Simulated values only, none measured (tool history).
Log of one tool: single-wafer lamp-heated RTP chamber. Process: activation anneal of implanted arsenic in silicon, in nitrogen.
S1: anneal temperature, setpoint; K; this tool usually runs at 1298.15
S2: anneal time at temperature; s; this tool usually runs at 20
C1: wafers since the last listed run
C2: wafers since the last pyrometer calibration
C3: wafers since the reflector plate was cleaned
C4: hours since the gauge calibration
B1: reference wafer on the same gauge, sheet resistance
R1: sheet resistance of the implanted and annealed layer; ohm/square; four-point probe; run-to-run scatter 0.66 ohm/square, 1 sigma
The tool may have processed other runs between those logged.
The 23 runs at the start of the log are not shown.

run     day       S1  S2   C1    C2    C3     C4      B1      R1
 24  26.667  1314.15  13  406  3292  4053  382.7  102.93  116.72
 25  27.283  1298.15  13  235  3527  4289  397.5  103.04  122.48
 26  27.979  1298.15  20  266  3794  4555  414.2   102.8  115.72
 27  28.538  1288.15  16  213  4007  4768  427.6  103.11  120.61
     29.108  -- gauge calibrated
 28  29.958  1298.15  20  543  4550  5312   20.4   103.2  114.67
     30.858  -- pyrometer window cleaned and pyrometer calibrated
 29  30.908  1298.15  20  235    18  5548   43.2  102.99  114.76
 30  31.746  1270.15  11  320   339  5868   63.3  102.86  133.19
 31  32.254  1274.15  14  194   533  6062   75.5  103.24  128.07

Here are 4 independent what-if runs from the current tool condition. What would each one return?
  A  32.271  1311.15  20   6  539  6069  75.9   ?   ?
  B  32.271  1326.15  20   6  539  6069  75.9   ?   ?
  C  32.271  1284.15  20   6  539  6069  75.9   ?   ?
  D  32.271  1298.15  11   6  539  6069  75.9   ?   ?

run      B1      R1
  A  102.88  111.42
  B  102.88  107.33
  C  102.88  119.99
  D  102.88  123.15
Stripped of hidden state, with their random variation kept, the same runs would have yielded:
run      R1
  A  113.42
  B  109.18
  C  122.63
  D  125.58
